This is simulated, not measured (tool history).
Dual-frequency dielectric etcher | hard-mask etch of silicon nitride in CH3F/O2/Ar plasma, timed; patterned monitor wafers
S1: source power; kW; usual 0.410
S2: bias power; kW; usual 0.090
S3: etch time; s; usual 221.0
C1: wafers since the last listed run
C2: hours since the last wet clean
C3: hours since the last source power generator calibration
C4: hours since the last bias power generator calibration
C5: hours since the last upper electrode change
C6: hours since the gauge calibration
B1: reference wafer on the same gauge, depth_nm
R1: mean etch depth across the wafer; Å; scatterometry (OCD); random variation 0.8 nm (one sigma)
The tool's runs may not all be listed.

Run 1, hour 0.0: usual settings but S1 0.340 kW; C1 0; C2 504.1; C3 2752.3; C4 4461.0; C5 1917.8; C6 162.3; B1 150.0. Result: R1 1535 Å.
Run 2, hour 15.9: usual settings; C1 80; C2 520.0; C3 2768.2; C4 4476.9; C5 1933.7; C6 178.2; B1 149.7. Result: R1 1644 Å.
Run 3, hour 29.9: usual settings; C1 70; C2 534.0; C3 2782.2; C4 4490.9; C5 1947.7; C6 192.2; B1 149.8. Result: R1 1639 Å.
Run 4, hour 36.8: usual settings; C1 34; C2 540.9; C3 2789.1; C4 4497.8; C5 1954.6; C6 199.1; B1 149.9. Result: R1 1619 Å.
Run 5, hour 50.3: usual settings but S2 0.106 kW; C1 68; C2 554.4; C3 2802.6; C4 4511.3; C5 1968.1; C6 212.6; B1 150.1. Result: R1 1731 Å.
Run 6, hour 61.6: usual settings but S2 0.106 kW; C1 57; C2 565.7; C3 2813.9; C4 4522.6; C5 1979.4; C6 223.9; B1 150.4. Result: R1 1750 Å.
Run 7, hour 67.7: usual settings; C1 30; C2 571.8; C3 2820.0; C4 4528.7; C5 1985.5; C6 230.0; B1 149.9. Result: R1 1620 Å.
At hour 72.0: gauge calibrated.
Run 8, hour 78.7: usual settings; C1 55; C2 582.8; C3 2831.0; C4 4539.7; C5 1996.5; C6 6.7; B1 150.2. Result: R1 1620 Å.
Run 9, hour 92.0: usual settings; C1 67; C2 596.1; C3 2844.3; C4 4553.0; C5 2009.8; C6 20.0; B1 149.9. Result: R1 1647 Å.
At hour 109.3: source power generator calibrated.
Run 10, hour 109.8: usual settings but S1 0.340 kW, S2 0.105 kW; C1 69; C2 613.9; C3 0.5; C4 4570.8; C5 2027.6; C6 37.8; B1 149.8. Result: R1 1653 Å.
At hour 125.9: bias power generator calibrated.
At hour 135.6: wet clean of the chamber.
Run 11, hour 136.1: usual settings but S3 270.0 s; C1 63; C2 0.5; C3 26.8; C4 10.2; C5 2053.9; C6 64.1; B1 150.1. Result: R1 1994 Å.
Run 12, hour 136.5: usual settings but S1 0.350 kW, S2 0.104 kW, S3 246.0 s; C1 2; C2 0.9; C3 27.2; C4 10.6; C5 2054.3; C6 64.5; B1 150.0. Result: R1 1828 Å.
Run 13, hour 139.7: usual settings but S3 277.0 s; C1 16; C2 4.1; C3 30.4; C4 13.8; C5 2057.5; C6 67.7; B1 150.2. Result: R1 2048 Å.
Run 14, hour 146.2: usual settings but S1 0.360 kW, S2 0.112 kW, S3 175.0 s; C1 32; C2 10.6; C3 36.9; C4 20.3; C5 2064.0; C6 74.2; B1 150.2. Result: R1 1362 Å.
Run 15, hour 162.8: usual settings but S1 0.500 kW, S2 0.079 kW; C1 83; C2 27.2; C3 53.5; C4 36.9; C5 2080.6; C6 90.8; B1 150.1. Result: R1 1656 Å.
Run 16, hour 179.5: usual settings but S1 0.440 kW, S2 0.070 kW, S3 273.5 s; C1 84; C2 43.9; C3 70.2; C4 53.6; C5 2097.3; C6 107.5; B1 150.0. Result: R1 1869 Å.
Run 17, hour 194.5: usual settings but S3 255.5 s; C1 75; C2 58.9; C3 85.2; C4 68.6; C5 2112.3; C6 122.5; B1 150.4. Result: R1 1876 Å.
At hour 226.2: upper electrode replaced.
Run 18, hour 226.7: usual settings but S1 0.490 kW, S2 0.077 kW; C1 41; C2 91.1; C3 117.4; C4 100.8; C5 0.5; C6 154.7; B1 149.9. Result: R1 1629 Å.
Run 19, hour 227.1: usual settings but S2 0.080 kW, S3 286.0 s; C1 2; C2 91.5; C3 117.8; C4 101.2; C5 0.9; C6 155.1; B1 150.2. Result: R1 2011 Å.
Run 20, hour 236.6: usual settings but S1 0.440 kW, S2 0.110 kW, S3 190.5 s; C1 47; C2 101.0; C3 127.3; C4 110.7; C5 10.4; C6 164.6; B1 149.8. Result: R1 1565 Å.
Run 21, hour 254.1: usual settings but S1 0.450 kW, S2 0.074 kW, S3 265.5 s; C1 88; C2 118.5; C3 144.8; C4 128.2; C5 27.9; C6 182.1; B1 150.2. Result: R1 1858 Å.
Run 22, hour 267.3: usual settings but S1 0.370 kW, S2 0.102 kW, S3 282.0 s; C1 66; C2 131.7; C3 158.0; C4 141.4; C5 41.1; C6 195.3; B1 150.2. Result: R1 2139 Å.
Run 23, hour 279.5: usual settings but S1 0.340 kW, S2 0.083 kW, S3 287.5 s; C1 61; C2 143.9; C3 170.2; C4 153.6; C5 53.3; C6 207.5; B1 150.1. Result: R1 1954 Å.
Run 24, hour 295.3: usual settings; C1 79; C2 159.7; C3 186.0; C4 169.4; C5 69.1; C6 223.3; B1 150.1. Result: R1 1631 Å.
Run 25, hour 310.9: usual settings; C1 78; C2 175.3; C3 201.6; C4 185.0; C5 84.7; C6 238.9; B1 150.1. Result: R1 1635 Å.

Forecast run 26:
Run 26, hour 321.4: usual settings but S1 0.350 kW, S2 0.104 kW, S3 246.0 s; C1 52; C2 185.8; C3 212.1; C4 195.5; C5 95.2; C6 249.4; B1 ?. Result: R1 ?.

{"run 26": {"B1": 150.1, "R1": 1847}}
Without the tool's hidden state the same run would have given R1 1847 Å.
